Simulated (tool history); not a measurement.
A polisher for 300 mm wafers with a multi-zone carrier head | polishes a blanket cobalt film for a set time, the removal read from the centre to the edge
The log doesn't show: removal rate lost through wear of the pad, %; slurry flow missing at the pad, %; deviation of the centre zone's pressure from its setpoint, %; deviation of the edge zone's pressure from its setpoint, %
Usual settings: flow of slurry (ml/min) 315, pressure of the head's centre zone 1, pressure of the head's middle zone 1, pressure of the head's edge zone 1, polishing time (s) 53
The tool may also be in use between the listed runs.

run	hour	flow of slurry (ml/min)	pressure of the head's centre zone	pressure of the head's middle zone	pressure of the head's edge zone	polishing time (s)	wafers since the last listed run	wafers polished on this pad	hours since the slurry nozzle was cleaned	hours since the centre zone pressure was calibrated	hours since the edge zone pressure was calibrated	hours since the carrier head's membrane was replaced	incoming thickness of the incoming film, nm	film removed at the wafer's centre (Å)	film removed at mid-radius (Å)	film removed at the wafer's edge (Å)
1	0	315	1	1	1	53	0	1030	189	391.2	1063.9	1405.8	875.9	2127	2431	2306
2	18	315	0.92	1	0.91	53	115	1145	207	409.2	1081.9	1423.8	866	1948	2436	2196
3	31	315	0.92	1	0.91	53	83	1229	220	422.2	1094.9	1436.8	849.6	1973	2437	2182
4	37.3	315	1	1	1	60	40	1269	226.3	428.5	1101.2	1443.1	876.6	2386	2781	2601
5	44.4	315	1	1	1	53	45	1314	233.4	435.6	1108.3	1450.2	856.8	2085	2395	2243
6	52.7	315	1	1	1	53	53	1367	241.7	443.9	1116.6	1458.5	859.3	2089	2449	2302
7	64.1	315	1	1	0.96	47	72	1440	253.1	455.3	1128	1469.9	855.4	1822	2098	1974
# hour 70.6: slurry nozzle cleaned
# hour 80: edge zone pressure recalibrated
8	80.5	315	1	1	1	53	85	1526	9.9	471.7	0.5	1486.3	849.5	2055	2355	2280
# hour 88.7: worn pad replaced by a new one
9	92.3	315	0.96	1	0.89	53	49	22	21.7	483.5	12.3	1498.1	854.6	2227	2719	2395
# hour 98.1: carrier head's membrane replaced by a new one
10	105.8	315	0.93	1	0.89	44	54	77	35.2	497	25.8	7.7	869.5	1756	2141	1941
11	118.1	315	1	1	1.04	64	78	155	47.5	509.3	38.1	20	858.8	2670	3085	3006
# hour 124.1: centre zone pressure recalibrated
12	130	315	1.11	0.92	1	53	63	219	59.4	5.9	50	31.9	853.7	2631	2311	2391
13	146.3	315	1	1	0.95	53	104	323	75.7	22.2	66.3	48.2	870.1	2351	2455	2316
14	161.1	315	1	1	0.93	53	94	418	90.5	37	81.1	63	865.6	2352	2481	2266

5 ways to go on from here, each from the tool as it stands after run 14. What would each give?
A	161.5	235	1	1	1	53	2	420	90.9	37.4	81.5	63.4	866.4	?	?	?
B	161.5	315	0.88	1.09	1	53	2	420	90.9	37.4	81.5	63.4	866.4	?	?	?
C	161.5	240	1.09	1	1	53	2	420	90.9	37.4	81.5	63.4	866.4	?	?	?
D	161.5	245	0.91	1	1	41	2	420	90.9	37.4	81.5	63.4	866.4	?	?	?
E	161.5	315	1.12	1	1	53	2	420	90.9	37.4	81.5	63.4	866.4	?	?	?

run	film removed at the wafer's centre (Å)	film removed at mid-radius (Å)	film removed at the wafer's edge (Å)
A	2262	2407	2296
B	2096	2660	2340
C	2438	2411	2300
D	1625	1870	1782
E	2563	2470	2342
Without the tool's hidden state the same runs would have given:
run	film removed at the wafer's centre (Å)	film removed at mid-radius (Å)	film removed at the wafer's edge (Å)
A	2512	2669	2546
B	2328	2950	2594
C	2708	2673	2550
D	1805	2074	1976
E	2847	2739	2597
